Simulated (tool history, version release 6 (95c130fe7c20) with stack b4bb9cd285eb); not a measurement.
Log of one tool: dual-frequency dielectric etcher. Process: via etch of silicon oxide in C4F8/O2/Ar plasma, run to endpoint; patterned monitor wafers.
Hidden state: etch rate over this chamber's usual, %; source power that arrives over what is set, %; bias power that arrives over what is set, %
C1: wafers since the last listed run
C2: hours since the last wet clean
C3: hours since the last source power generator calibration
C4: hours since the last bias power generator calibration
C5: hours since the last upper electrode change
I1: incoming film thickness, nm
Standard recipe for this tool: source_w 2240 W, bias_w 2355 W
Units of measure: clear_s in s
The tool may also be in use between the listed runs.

Run 1, hour 0: usual settings but source_w 1810 W; C1 0; C2 403.1; C3 3072.2; C4 3318.8; C5 5327.8; I1 1201.3. Result: clear_s 247.8 s.
Run 2, hour 50.2: usual settings but source_w 1810 W; C1 205; C2 453.3; C3 3122.4; C4 3369; C5 5378; I1 1220.4. Result: clear_s 251.4 s.
Run 3, hour 89: usual settings but bias_w 1948 W; C1 158; C2 492.1; C3 3161.2; C4 3407.8; C5 5416.8; I1 1217. Result: clear_s 239.3 s.
Run 4, hour 114.9: usual settings; C1 106; C2 518; C3 3187.1; C4 3433.7; C5 5442.7; I1 1208.3. Result: clear_s 228.2 s.
Run 5, hour 149.9: usual settings but source_w 2470 W; C1 143; C2 553; C3 3222.1; C4 3468.7; C5 5477.7; I1 1208.5. Result: clear_s 219.7 s.
At hour 263.6: wet clean of the chamber.
Run 6, hour 355.7: usual settings but source_w 2470 W; C1 744; C2 92.1; C3 3427.9; C4 3674.5; C5 5683.5; I1 1211.8. Result: clear_s 227.2 s.
Run 7, hour 396.1: usual settings; C1 165; C2 132.5; C3 3468.3; C4 3714.9; C5 5723.9; I1 1210.6. Result: clear_s 235 s.
Run 8, hour 450.7: usual settings; C1 223; C2 187.1; C3 3522.9; C4 3769.5; C5 5778.5; I1 1211.7. Result: clear_s 234.9 s.
At hour 502.7: upper electrode replaced.
Run 9, hour 503.2: usual settings; C1 116; C2 239.6; C3 3575.4; C4 3822; C5 0.5; I1 1215.3. Result: clear_s 234.5 s.
At hour 534.2: source power generator calibrated.
Run 10, hour 536.8: usual settings; C1 121; C2 273.2; C3 2.6; C4 3855.6; C5 34.1; I1 1204.5. Result: clear_s 231.5 s.
Run 11, hour 572: usual settings; C1 144; C2 308.4; C3 37.8; C4 3890.8; C5 69.3; I1 1206.2. Result: clear_s 230.4 s.
At hour 614.6: bias power generator calibrated.
Run 12, hour 628.4: usual settings; C1 214; C2 364.8; C3 94.2; C4 13.8; C5 125.7; I1 1220.4. Result: clear_s 230 s.
Run 13, hour 662.5: usual settings but source_w 1960 W, bias_w 2870 W; C1 139; C2 398.9; C3 128.3; C4 47.9; C5 159.8; I1 1214.3. Result: clear_s 231.2 s.
Run 14, hour 726.6: usual settings but source_w 2460 W; C1 262; C2 463; C3 192.4; C4 112; C5 223.9; I1 1218.8. Result: clear_s 221.3 s.
Run 15, hour 778.9: usual settings but source_w 2650 W, bias_w 2898 W; C1 214; C2 515.3; C3 244.7; C4 164.3; C5 276.2; I1 1221.5. Result: clear_s 205.4 s.
Run 16, hour 844.8: usual settings; C1 269; C2 581.2; C3 310.6; C4 230.2; C5 342.1; I1 1212.9. Result: clear_s 228.6 s.
Run 17, hour 905.6: usual settings but source_w 1690 W, bias_w 2846 W; C1 249; C2 642; C3 371.4; C4 291; C5 402.9; I1 1216. Result: clear_s 245 s.
At hour 988.6: wet clean of the chamber.
Run 18, hour 989.1: usual settings but source_w 1810 W, bias_w 2508 W; C1 243; C2 0.5; C3 454.9; C4 374.5; C5 486.4; I1 1217.6. Result: clear_s 258.5 s.
Run 19, hour 1026.9: usual settings; C1 154; C2 38.3; C3 492.7; C4 412.3; C5 524.2; I1 1210.7. Result: clear_s 240.7 s.
Run 20, hour 1054.7: usual settings; C1 113; C2 66.1; C3 520.5; C4 440.1; C5 552; I1 1223.3. Result: clear_s 240.8 s.
Run 21, hour 1114.8: usual settings but source_w 1740 W, bias_w 1961 W; C1 246; C2 126.2; C3 580.6; C4 500.2; C5 612.1; I1 1214.8. Result: clear_s 279.9 s.
Run 22, hour 1141: usual settings but source_w 1810 W; C1 107; C2 152.4; C3 606.8; C4 526.4; C5 638.3; I1 1214.9. Result: clear_s 262.1 s.
Run 23, hour 1183: usual settings but source_w 2060 W; C1 172; C2 194.4; C3 648.8; C4 568.4; C5 680.3; I1 1191.2. Result: clear_s 239.3 s.
Run 24, hour 1219.7: usual settings but source_w 1800 W; C1 150; C2 231.1; C3 685.5; C4 605.1; C5 717; I1 1212.5. Result: clear_s 262.1 s.
Run 25, hour 1250.3: usual settings; C1 125; C2 261.7; C3 716.1; C4 635.7; C5 747.6; I1 1192.5. Result: clear_s 231 s.

Consider 3 possible next runs. They are alternatives, not a sequence: every one starts from the tool as it was left by run 25. What does each give?
Run A, hour 1250.8: usual settings but bias_w 1828 W; C1 2; C2 262.2; C3 716.6; C4 636.2; C5 748.1; I1 1219.8. Result: clear_s ?.
Run B, hour 1250.8: usual settings but source_w 1700 W, bias_w 1815 W; C1 2; C2 262.2; C3 716.6; C4 636.2; C5 748.1; I1 1219.8. Result: clear_s ?.
Run C, hour 1250.8: usual settings but bias_w 2707 W; C1 2; C2 262.2; C3 716.6; C4 636.2; C5 748.1; I1 1219.8. Result: clear_s ?.

run  clear_s
  A    253.4
  B    283.9
  C    230.9
What these runs would have given with no unlogged condition in the tool:
run  clear_s
  A    256.1
  B      287
  C    233.4
